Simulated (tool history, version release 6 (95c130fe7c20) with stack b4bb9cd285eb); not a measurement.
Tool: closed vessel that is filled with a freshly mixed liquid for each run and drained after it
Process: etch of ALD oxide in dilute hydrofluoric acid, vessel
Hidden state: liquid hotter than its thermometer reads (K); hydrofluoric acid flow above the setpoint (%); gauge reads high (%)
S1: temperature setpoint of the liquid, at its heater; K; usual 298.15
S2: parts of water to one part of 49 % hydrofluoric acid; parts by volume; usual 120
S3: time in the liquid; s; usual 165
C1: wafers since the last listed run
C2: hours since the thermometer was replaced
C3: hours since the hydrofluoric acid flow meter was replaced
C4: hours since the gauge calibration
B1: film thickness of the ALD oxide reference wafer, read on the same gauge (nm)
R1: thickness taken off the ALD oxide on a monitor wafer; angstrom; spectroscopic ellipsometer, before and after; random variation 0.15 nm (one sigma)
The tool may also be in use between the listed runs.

run 1 hour=0.0 | S1=298.15 S2=120 S3=165 | C1=0 C2=2520.3 C3=1036.4 C4=483.0 | B1=119.99 | R1=379.4
run 2 hour=28.5 | S1=298.15 S2=120 S3=165 | C1=2243 C2=2548.8 C3=1064.9 C4=511.5 | B1=120.00 | R1=383.5
run 3 hour=51.8 | S1=298.15 S2=120 S3=165 | C1=1833 C2=2572.1 C3=1088.2 C4=534.8 | B1=120.01 | R1=381.1
run 4 hour=85.1 | S1=298.15 S2=120 S3=165 | C1=2620 C2=2605.4 C3=1121.5 C4=568.1 | B1=120.00 | R1=387.0
run 5 hour=97.3 | S1=298.15 S2=120 S3=210 | C1=960 C2=2617.6 C3=1133.7 C4=580.3 | B1=120.01 | R1=491.7
run 6 hour=119.4 | S1=298.15 S2=120 S3=210 | C1=1739 C2=2639.7 C3=1155.8 C4=602.4 | B1=120.00 | R1=489.3
run 7 hour=138.2 | S1=298.15 S2=120 S3=210 | C1=1479 C2=2658.5 C3=1174.6 C4=621.2 | B1=119.98 | R1=492.9
run 8 hour=154.9 | S1=298.15 S2=120 S3=165 | C1=1314 C2=2675.2 C3=1191.3 C4=637.9 | B1=119.99 | R1=388.2
run 9 hour=183.1 | S1=298.15 S2=120 S3=165 | C1=2219 C2=2703.4 C3=1219.5 C4=666.1 | B1=120.02 | R1=387.1
run 10 hour=210.6 | S1=298.15 S2=120 S3=165 | C1=2164 C2=2730.9 C3=1247.0 C4=693.6 | B1=120.00 | R1=388.0
-- hour=218.7 gauge calibrated
-- hour=219.1 hydrofluoric acid flow meter replaced
run 11 hour=240.1 | S1=298.15 S2=95 S3=95 | C1=2243 C2=2760.4 C3=21.0 C4=21.4 | B1=120.00 | R1=261.1
run 12 hour=259.3 | S1=298.15 S2=120 S3=165 | C1=1511 C2=2779.6 C3=40.2 C4=40.6 | B1=119.98 | R1=351.4
run 13 hour=278.2 | S1=298.15 S2=120 S3=165 | C1=1487 C2=2798.5 C3=59.1 C4=59.5 | B1=120.00 | R1=350.8
run 14 hour=293.7 | S1=298.15 S2=120 S3=165 | C1=1219 C2=2814.0 C3=74.6 C4=75.0 | B1=120.00 | R1=350.7
run 15 hour=318.6 | S1=298.15 S2=120 S3=165 | C1=1959 C2=2838.9 C3=99.5 C4=99.9 | B1=119.99 | R1=351.0
run 16 hour=333.6 | S1=298.15 S2=65 S3=230 | C1=1180 C2=2853.9 C3=114.5 C4=114.9 | B1=119.99 | R1=980.8
run 17 hour=350.5 | S1=298.15 S2=155 S3=165 | C1=1330 C2=2870.8 C3=131.4 C4=131.8 | B1=120.02 | R1=261.6
run 18 hour=376.8 | S1=298.15 S2=120 S3=165 | C1=2069 C2=2897.1 C3=157.7 C4=158.1 | B1=120.02 | R1=354.5
run 19 hour=393.4 | S1=295.65 S2=160 S3=75 | C1=1306 C2=2913.7 C3=174.3 C4=174.7 | B1=119.98 | R1=104.4
-- hour=410.8 thermometer replaced
run 20 hour=411.9 | S1=298.15 S2=120 S3=95 | C1=1377 C2=1.1 C3=192.8 C4=193.2 | B1=119.98 | R1=204.2
run 21 hour=437.9 | S1=301.65 S2=85 S3=215 | C1=2046 C2=27.1 C3=218.8 C4=219.2 | B1=119.99 | R1=784.9
run 22 hour=456.9 | S1=301.15 S2=120 S3=165 | C1=1495 C2=46.1 C3=237.8 C4=238.2 | B1=119.99 | R1=400.2
run 23 hour=490.6 | S1=302.15 S2=120 S3=125 | C1=2652 C2=79.8 C3=271.5 C4=271.9 | B1=120.01 | R1=314.4
run 24 hour=504.7 | S1=300.65 S2=65 S3=165 | C1=1109 C2=93.9 C3=285.6 C4=286.0 | B1=120.00 | R1=787.5
run 25 hour=526.0 | S1=296.65 S2=135 S3=115 | C1=1676 C2=115.2 C3=306.9 C4=307.3 | B1=119.99 | R1=208.4
run 26 hour=546.9 | S1=298.15 S2=120 S3=165 | C1=1644 C2=136.1 C3=327.8 C4=328.2 | B1=120.01 | R1=361.9
run 27 hour=580.4 | S1=293.15 S2=120 S3=85 | C1=2636 C2=169.6 C3=361.3 C4=361.7 | B1=119.99 | R1=152.3

Measured less the same run without the tool's hidden state. The same run-to-run variation is in both; the gauge's scatter may not be:
run=1 R1=+41.9
run=2 R1=+43.3
run=3 R1=+43.7
run=4 R1=+45.4
run=5 R1=+58.3
run=6 R1=+58.8
run=7 R1=+60.0
run=8 R1=+47.8
run=9 R1=+48.5
run=10 R1=+49.5
run=11 R1=+7.7
run=12 R1=+11.2
run=13 R1=+11.9
run=14 R1=+12.4
run=15 R1=+13.2
run=16 R1=+36.5
run=17 R1=+11.0
run=18 R1=+15.3
run=19 R1=+4.8
run=20 R1=+9.5
run=21 R1=+37.6
run=22 R1=+20.6
run=23 R1=+17.2
run=24 R1=+41.5
run=25 R1=+12.0
run=26 R1=+21.4
run=27 R1=+9.3
